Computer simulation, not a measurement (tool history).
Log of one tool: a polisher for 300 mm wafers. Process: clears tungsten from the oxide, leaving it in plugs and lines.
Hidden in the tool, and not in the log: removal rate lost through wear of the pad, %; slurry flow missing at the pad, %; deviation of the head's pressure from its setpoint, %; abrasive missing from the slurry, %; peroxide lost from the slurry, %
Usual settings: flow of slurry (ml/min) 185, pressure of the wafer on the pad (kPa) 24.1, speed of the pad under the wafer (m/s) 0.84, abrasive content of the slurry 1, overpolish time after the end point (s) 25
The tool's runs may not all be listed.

| run | day | flow of slurry (ml/min) | pressure of the wafer on the pad (kPa) | speed of the pad under the wafer (m/s) | abrasive content of the slurry | overpolish time after the end point (s) | wafers since the last listed run | wafers polished on this pad | hours since the slurry nozzle was cleaned | hours since the head pressure was calibrated | hours since the slurry blender was calibrated | hours since the slurry got fresh peroxide | incoming thickness of the incoming film, nm | time until the end point was called (s) |
|---|---|---|---|---|---|---|---|---|---|---|---|---|---|---|
| 1 | 0 | 185 | 24.1 | 0.84 | 1 | 25 | 0 | 1709 | 272.8 | 404.7 | 94 | 148.6 | 515.5 | 157.4 |
| 2 | 1.833 | 185 | 24.1 | 0.84 | 1 | 25 | 366 | 2075 | 316.8 | 448.7 | 138 | 192.6 | 519.6 | 157.6 |
|  | 4.342 | head pressure recalibrated |
| 3 | 5.217 | 185 | 24.1 | 0.84 | 1 | 25 | 659 | 2734 | 398 | 21 | 219.2 | 273.8 | 521 | 165.8 |
|  | 7.55 | slurry tank refilled with fresh slurry and peroxide |
|  | 7.596 | worn pad replaced by a new one |
|  | 8.254 | slurry nozzle cleaned |
| 4 | 8.746 | 185 | 24.1 | 0.84 | 1 | 25 | 679 | 221 | 11.8 | 105.7 | 303.9 | 28.7 | 514.5 | 151.4 |
| 5 | 10.508 | 185 | 24.1 | 0.84 | 1 | 25 | 351 | 573 | 54.1 | 148 | 346.2 | 71 | 508.1 | 152 |
| 6 | 13.254 | 185 | 24.1 | 0.84 | 1 | 25 | 548 | 1121 | 120 | 213.9 | 412.1 | 136.9 | 508.2 | 151.2 |
|  | 16.458 | slurry blender recalibrated |
| 7 | 16.479 | 230 | 24.1 | 0.84 | 1 | 25 | 627 | 1748 | 197.4 | 291.3 | 0.5 | 214.3 | 516.5 | 150.5 |
| 8 | 20.1 | 185 | 24.1 | 0.84 | 1 | 15 | 723 | 2471 | 284.3 | 378.2 | 87.4 | 301.2 | 517.5 | 156.2 |
| 9 | 23.738 | 185 | 24.1 | 0.84 | 1 | 15 | 726 | 3198 | 371.6 | 465.5 | 174.7 | 388.5 | 517.2 | 162.7 |
|  | 24.142 | slurry tank refilled with fresh slurry and peroxide |
|  | 24.992 | worn pad replaced by a new one |
| 10 | 26.608 | 185 | 24.1 | 0.84 | 1 | 15 | 531 | 323 | 440.5 | 534.4 | 243.6 | 59.2 | 515.8 | 167.3 |
|  | 27.75 | slurry nozzle cleaned |
|  | 29.671 | head pressure recalibrated |
| 11 | 30.079 | 185 | 24.1 | 0.84 | 1 | 25 | 668 | 991 | 55.9 | 9.8 | 326.9 | 142.5 | 514.5 | 151.9 |
| 12 | 32.608 | 245 | 32.4 | 0.98 | 1 | 37 | 505 | 1496 | 116.6 | 70.5 | 387.6 | 203.2 | 518.5 | 95.2 |
| 13 | 37.062 | 185 | 16.5 | 1.08 | 1 | 25 | 889 | 2386 | 223.5 | 177.4 | 494.5 | 310.1 | 524.2 | 182.6 |
|  | 38.3 | slurry blender recalibrated |
|  | 38.542 | slurry tank refilled with fresh slurry and peroxide |
| 14 | 40.621 | 185 | 24.1 | 0.84 | 1 | 25 | 685 | 3071 | 308.9 | 262.8 | 55.7 | 49.9 | 522.1 | 159.9 |
|  | 42.046 | worn pad replaced by a new one |
| 15 | 44.525 | 185 | 24.1 | 0.72 | 0.7 | 21 | 746 | 494 | 402.6 | 356.5 | 149.4 | 143.6 | 514.4 | 211.8 |
|  | 44.833 | slurry nozzle cleaned |
| 16 | 48.358 | 185 | 24.1 | 0.6 | 1.2 | 25 | 757 | 1252 | 84.6 | 448.5 | 241.4 | 235.6 | 517.5 | 196 |
|  | 50.462 | head pressure recalibrated |
| 17 | 51.8 | 245 | 24.1 | 1.04 | 0.85 | 12 | 670 | 1922 | 167.2 | 32.1 | 324 | 318.2 | 510.1 | 126.4 |
|  | 52.858 | slurry tank refilled with fresh slurry and peroxide |
| 18 | 55.054 | 185 | 24.1 | 0.84 | 1 | 25 | 641 | 2564 | 245.3 | 110.2 | 402.1 | 52.7 | 516.4 | 154.9 |
|  | 56.979 | worn pad replaced by a new one |
| 19 | 57 | 205 | 28.3 | 0.84 | 1.1 | 15 | 355 | 4 | 292 | 156.9 | 448.8 | 99.4 | 518.5 | 129.2 |
|  | 59.075 | slurry blender recalibrated |
| 20 | 60.5 | 185 | 24.1 | 0.84 | 1.25 | 25 | 682 | 686 | 376 | 240.9 | 34.2 | 183.4 | 525.7 | 157.7 |
| 21 | 62.567 | 185 | 17.2 | 0.74 | 1.15 | 25 | 412 | 1099 | 425.6 | 290.5 | 83.8 | 233 | 505.6 | 246.9 |
|  | 64.242 | slurry nozzle cleaned |
| 22 | 64.308 | 185 | 24.1 | 0.84 | 0.85 | 38 | 339 | 1438 | 1.6 | 332.3 | 125.6 | 274.8 | 519.5 | 161.5 |
| 23 | 65.85 | 120 | 20.7 | 0.84 | 1 | 37 | 307 | 1746 | 38.6 | 369.3 | 162.6 | 311.8 | 504.5 | 191.8 |
|  | 67.038 | slurry tank refilled with fresh slurry and peroxide |
| 24 | 68.333 | 185 | 15.9 | 0.84 | 1 | 25 | 487 | 2234 | 98.2 | 428.9 | 222.2 | 31.1 | 513.7 | 239.1 |

5 ways to go on from here, each from the tool as it stands after run 24. What would each give?
| A | 68.354 | 185 | 24.1 | 0.84 | 0.8 | 25 | 4 | 2238 | 98.7 | 429.4 | 222.7 | 31.6 | 509.2 | ? |
| B | 68.354 | 185 | 24.1 | 0.68 | 1 | 25 | 4 | 2238 | 98.7 | 429.4 | 222.7 | 31.6 | 509.2 | ? |
| C | 68.354 | 215 | 24.1 | 0.64 | 0.9 | 36 | 4 | 2238 | 98.7 | 429.4 | 222.7 | 31.6 | 509.2 | ? |
| D | 68.354 | 185 | 26.9 | 0.84 | 0.8 | 25 | 4 | 2238 | 98.7 | 429.4 | 222.7 | 31.6 | 509.2 | ? |
| E | 68.354 | 225 | 27.6 | 1.08 | 1.2 | 25 | 4 | 2238 | 98.7 | 429.4 | 222.7 | 31.6 | 509.2 | ? |

| run | time until the end point was called (s) |
|---|---|
| A | 163.1 |
| B | 185.6 |
| C | 197.2 |
| D | 146.4 |
| E | 97.7 |
Without the tool's hidden state the same runs would have given:
| run | time until the end point was called (s) |
|---|---|
| A | 160.8 |
| B | 183 |
| C | 194.9 |
| D | 144.3 |
| E | 96.6 |
